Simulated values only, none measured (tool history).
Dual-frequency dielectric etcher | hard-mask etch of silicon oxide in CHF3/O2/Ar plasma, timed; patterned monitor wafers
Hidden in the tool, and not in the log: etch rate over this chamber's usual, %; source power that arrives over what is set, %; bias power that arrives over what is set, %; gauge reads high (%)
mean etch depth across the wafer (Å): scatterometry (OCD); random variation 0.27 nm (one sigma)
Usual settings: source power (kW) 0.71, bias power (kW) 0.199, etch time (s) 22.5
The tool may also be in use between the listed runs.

| run | day | source power (kW) | bias power (kW) | etch time (s) | wafers since the last listed run | hours since the last wet clean | hours since the last source power generator calibration | hours since the last bias power generator calibration | hours since the last upper electrode change | hours since the gauge calibration | read-back reference wafer on the same gauge, depth_nm | mean etch depth across the wafer (Å) |
|---|---|---|---|---|---|---|---|---|---|---|---|---|
| 1 | 0 | 0.57 | 0.199 | 22.5 | 0 | 345.2 | 1718.3 | 824.4 | 3102.5 | 684.1 | 63.77 | 506.6 |
| 2 | 2.817 | 0.57 | 0.199 | 22.5 | 1143 | 412.8 | 1785.9 | 892 | 3170.1 | 751.7 | 63.74 | 508.2 |
|  | 6.458 | wet clean of the chamber |
| 3 | 6.704 | 0.57 | 0.199 | 22.5 | 1171 | 5.9 | 1879.2 | 985.3 | 3263.4 | 845 | 63.57 | 507.3 |
| 4 | 10.129 | 0.71 | 0.199 | 22.5 | 1390 | 88.1 | 1961.4 | 1067.5 | 3345.6 | 927.2 | 63.54 | 545.1 |
| 5 | 11.642 | 0.71 | 0.199 | 22.5 | 613 | 124.4 | 1997.7 | 1103.8 | 3381.9 | 963.5 | 63.46 | 543.5 |
| 6 | 13.175 | 0.71 | 0.199 | 22.5 | 622 | 161.2 | 2034.5 | 1140.6 | 3418.7 | 1000.3 | 63.5 | 546.1 |
|  | 18.396 | upper electrode replaced |
| 7 | 18.417 | 0.71 | 0.199 | 22.5 | 1721 | 287 | 2160.3 | 1266.4 | 0.5 | 1126.1 | 63.33 | 539 |
| 8 | 21.254 | 0.71 | 0.199 | 22.5 | 1151 | 355.1 | 2228.4 | 1334.5 | 68.6 | 1194.2 | 63.47 | 538.3 |
| 9 | 25.054 | 0.71 | 0.21 | 22.5 | 1542 | 446.3 | 2319.6 | 1425.7 | 159.8 | 1285.4 | 63.34 | 547.2 |
|  | 27.046 | wet clean of the chamber |
| 10 | 27.067 | 0.71 | 0.21 | 22.5 | 410 | 0.5 | 2367.9 | 1474 | 208.1 | 1333.7 | 63.26 | 556.1 |
| 11 | 29.121 | 0.71 | 0.21 | 22.5 | 833 | 49.8 | 2417.2 | 1523.3 | 257.4 | 1383 | 63.32 | 553.9 |
| 12 | 31.696 | 0.6 | 0.199 | 22.5 | 1045 | 111.6 | 2479 | 1585.1 | 319.2 | 1444.8 | 63.27 | 508.3 |
|  | 33.196 | bias power generator calibrated |
|  | 35.629 | source power generator calibrated |
| 13 | 35.65 | 0.62 | 0.175 | 25 | 1469 | 206.5 | 0.5 | 58.9 | 414.1 | 1539.7 | 63.2 | 538.4 |
| 14 | 39.146 | 0.77 | 0.22 | 29 | 1418 | 290.4 | 84.4 | 142.8 | 498 | 1623.6 | 63.09 | 746.3 |
| 15 | 41.621 | 0.71 | 0.21 | 22.5 | 1004 | 349.8 | 143.8 | 202.2 | 557.4 | 1683 | 63.04 | 553.2 |
| 16 | 44.683 | 0.81 | 0.199 | 22.5 | 1242 | 423.3 | 217.3 | 275.7 | 630.9 | 1756.5 | 62.95 | 555.9 |
|  | 50.05 | wet clean of the chamber |
| 17 | 50.071 | 0.54 | 0.155 | 18.5 | 1780 | 0.5 | 346.6 | 405 | 760.2 | 1885.8 | 62.94 | 354.8 |
| 18 | 53.162 | 0.81 | 0.199 | 19 | 1254 | 74.7 | 420.8 | 479.2 | 834.4 | 1960 | 62.72 | 468 |
|  | 54.304 | gauge calibrated |
| 19 | 56.825 | 0.71 | 0.199 | 22.5 | 1486 | 162.6 | 508.7 | 567.1 | 922.3 | 60.5 | 64.3 | 548.1 |
| 20 | 59.979 | 0.6 | 0.167 | 29.5 | 1280 | 238.3 | 584.4 | 642.8 | 998 | 136.2 | 64.11 | 616.4 |
| 21 | 63.121 | 0.71 | 0.173 | 22.5 | 1275 | 313.7 | 659.8 | 718.2 | 1073.4 | 211.6 | 64.09 | 510.1 |
| 22 | 66.717 | 0.61 | 0.156 | 18 | 1459 | 400 | 746.1 | 804.5 | 1159.7 | 297.9 | 64.01 | 365.9 |
| 23 | 68.792 | 0.76 | 0.229 | 22.5 | 842 | 449.8 | 795.9 | 854.3 | 1209.5 | 347.7 | 63.97 | 596.8 |
|  | 71.058 | wet clean of the chamber |
| 24 | 72.1 | 0.56 | 0.199 | 28 | 936 | 25 | 875.3 | 933.7 | 1288.9 | 427.1 | 64.03 | 631.8 |
| 25 | 74.075 | 0.65 | 0.221 | 22.5 | 801 | 72.4 | 922.7 | 981.1 | 1336.3 | 474.5 | 63.9 | 554.2 |
| 26 | 77.408 | 0.71 | 0.199 | 22.5 | 1352 | 152.4 | 1002.7 | 1061.1 | 1416.3 | 554.5 | 63.9 | 542.2 |
| 27 | 81.179 | 0.71 | 0.199 | 26 | 1530 | 242.9 | 1093.2 | 1151.6 | 1506.8 | 645 | 63.61 | 627.5 |
| 28 | 84.408 | 0.57 | 0.225 | 19 | 1310 | 320.4 | 1170.7 | 1229.1 | 1584.3 | 722.5 | 63.64 | 451.6 |

5 ways to go on from here, each from the tool as it stands after run 28. What would each give?
| A | 84.425 | 0.59 | 0.199 | 22.5 | 6 | 320.8 | 1171.1 | 1229.5 | 1584.7 | 722.9 | ? | ? |
| B | 84.425 | 0.82 | 0.199 | 22.5 | 6 | 320.8 | 1171.1 | 1229.5 | 1584.7 | 722.9 | ? | ? |
| C | 84.425 | 0.71 | 0.23 | 20 | 6 | 320.8 | 1171.1 | 1229.5 | 1584.7 | 722.9 | ? | ? |
| D | 84.425 | 0.71 | 0.199 | 29 | 6 | 320.8 | 1171.1 | 1229.5 | 1584.7 | 722.9 | ? | ? |
| E | 84.425 | 0.64 | 0.244 | 29 | 6 | 320.8 | 1171.1 | 1229.5 | 1584.7 | 722.9 | ? | ? |

| run | read-back reference wafer on the same gauge, depth_nm | mean etch depth across the wafer (Å) |
|---|---|---|
| A | 63.75 | 516 |
| B | 63.75 | 570.4 |
| C | 63.75 | 521.3 |
| D | 63.75 | 703 |
| E | 63.75 | 754.4 |
Without the tool's hidden state the same runs would have given:
| run | mean etch depth across the wafer (Å) |
|---|---|
| A | 519.9 |
| B | 574.7 |
| C | 525.2 |
| D | 708.3 |
| E | 760.2 |

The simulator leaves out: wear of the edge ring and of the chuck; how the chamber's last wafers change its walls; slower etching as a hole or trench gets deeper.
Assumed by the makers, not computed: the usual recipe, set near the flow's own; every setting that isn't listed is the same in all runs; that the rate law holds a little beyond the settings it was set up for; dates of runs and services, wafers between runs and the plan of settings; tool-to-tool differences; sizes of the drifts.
